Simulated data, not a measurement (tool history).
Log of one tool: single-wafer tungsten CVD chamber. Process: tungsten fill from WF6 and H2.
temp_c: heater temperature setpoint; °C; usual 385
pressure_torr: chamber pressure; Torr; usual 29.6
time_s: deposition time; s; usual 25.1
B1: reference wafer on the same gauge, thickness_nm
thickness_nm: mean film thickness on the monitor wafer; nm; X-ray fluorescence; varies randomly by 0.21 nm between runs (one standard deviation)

{"run": 1, "hour": 0.0, "temp_c": 385, "pressure_torr": 29.6, "time_s": 25.1, "B1": 48.325, "thickness_nm": 58.388}
{"run": 2, "hour": 35.2, "temp_c": 385, "pressure_torr": 29.6, "time_s": 25.1, "B1": 48.283, "thickness_nm": 58.699}
{"run": 3, "hour": 50.8, "temp_c": 385, "pressure_torr": 29.6, "time_s": 25.1, "B1": 48.322, "thickness_nm": 58.388}
{"run": 4, "hour": 80.6, "temp_c": 385, "pressure_torr": 29.6, "time_s": 24, "B1": 48.304, "thickness_nm": 55.728}
{"run": 5, "hour": 108.5, "temp_c": 385, "pressure_torr": 29.6, "time_s": 24, "B1": 48.321, "thickness_nm": 56.146}
{"run": 6, "hour": 132.4, "temp_c": 385, "pressure_torr": 27.9, "time_s": 27.9, "B1": 48.267, "thickness_nm": 63.74}
{"run": 7, "hour": 166.9, "temp_c": 385, "pressure_torr": 27.9, "time_s": 27.9, "B1": 48.289, "thickness_nm": 64.239}
{"run": 8, "hour": 187.0, "temp_c": 385, "pressure_torr": 27.9, "time_s": 27.9, "B1": 48.297, "thickness_nm": 63.657}
{"run": 9, "hour": 211.7, "temp_c": 385, "pressure_torr": 29.6, "time_s": 25.1, "B1": 48.304, "thickness_nm": 59.304}
{"run": 10, "hour": 230.7, "temp_c": 385, "pressure_torr": 25, "time_s": 29.1, "B1": 48.337, "thickness_nm": 64.182}
{"hour": 256.3, "done": "showerhead replaced"}
{"run": 11, "hour": 256.8, "temp_c": 385, "pressure_torr": 25, "time_s": 29.1, "B1": 48.331, "thickness_nm": 64.35}
{"hour": 265.7, "done": "capacitance manometer re-zeroed and calibrated"}
{"run": 12, "hour": 279.3, "temp_c": 385, "pressure_torr": 25, "time_s": 29.1, "B1": 48.383, "thickness_nm": 64.16}
{"run": 13, "hour": 307.0, "temp_c": 379, "pressure_torr": 29.6, "time_s": 27.1, "B1": 48.314, "thickness_nm": 55.696}
{"run": 14, "hour": 336.4, "temp_c": 372, "pressure_torr": 34.6, "time_s": 26.5, "B1": 48.388, "thickness_nm": 49.289}
{"run": 15, "hour": 348.4, "temp_c": 380, "pressure_torr": 29.6, "time_s": 28.7, "B1": 48.355, "thickness_nm": 60.562}
{"run": 16, "hour": 372.2, "temp_c": 398, "pressure_torr": 29.6, "time_s": 21.4, "B1": 48.27, "thickness_nm": 65.937}
{"hour": 391.0, "done": "thermocouple changed; heater temperature recalibrated"}
{"run": 17, "hour": 391.5, "temp_c": 372, "pressure_torr": 25.7, "time_s": 21.2, "B1": 48.306, "thickness_nm": 30.733}
{"run": 18, "hour": 425.1, "temp_c": 385, "pressure_torr": 29.6, "time_s": 25.1, "B1": 48.284, "thickness_nm": 52.164}
{"run": 19, "hour": 442.0, "temp_c": 385, "pressure_torr": 29.6, "time_s": 22.4, "B1": 48.291, "thickness_nm": 46.658}
{"hour": 471.0, "done": "gauge calibrated"}
{"run": 20, "hour": 474.9, "temp_c": 385, "pressure_torr": 31.5, "time_s": 25.1, "B1": 48.246, "thickness_nm": 52.972}
{"run": 21, "hour": 498.7, "temp_c": 385, "pressure_torr": 33.3, "time_s": 25.1, "B1": 48.326, "thickness_nm": 54.548}
{"run": 22, "hour": 526.8, "temp_c": 376, "pressure_torr": 29.6, "time_s": 21.8, "B1": 48.274, "thickness_nm": 36.723}
{"run": 23, "hour": 551.3, "temp_c": 385, "pressure_torr": 36.8, "time_s": 29.2, "B1": 48.336, "thickness_nm": 66.522}
{"run": 24, "hour": 632.6, "temp_c": 385, "pressure_torr": 29.6, "time_s": 25.1, "B1": 48.303, "thickness_nm": 52.851}

For each run, what was the tool's unlogged condition?
true pressure above the setpoint (%): 0 at every run
gauge reads high (%): 0 at every run
H1: wafer temperature above the value expected at the setpoint (K)
run=1 H1=4.78
run=2 H1=4.83
run=3 H1=4.86
run=4 H1=4.9
run=5 H1=4.94
run=6 H1=4.98
run=7 H1=5.03
run=8 H1=5.06
run=9 H1=5.1
run=10 H1=5.13
run=11 H1=5.16
run=12 H1=5.2
run=13 H1=5.24
run=14 H1=5.28
run=15 H1=5.3
run=16 H1=5.34
run=17 H1=-0.574
run=18 H1=-0.524
run=19 H1=-0.498
run=20 H1=-0.45
run=21 H1=-0.414
run=22 H1=-0.372
run=23 H1=-0.336
run=24 H1=-0.215

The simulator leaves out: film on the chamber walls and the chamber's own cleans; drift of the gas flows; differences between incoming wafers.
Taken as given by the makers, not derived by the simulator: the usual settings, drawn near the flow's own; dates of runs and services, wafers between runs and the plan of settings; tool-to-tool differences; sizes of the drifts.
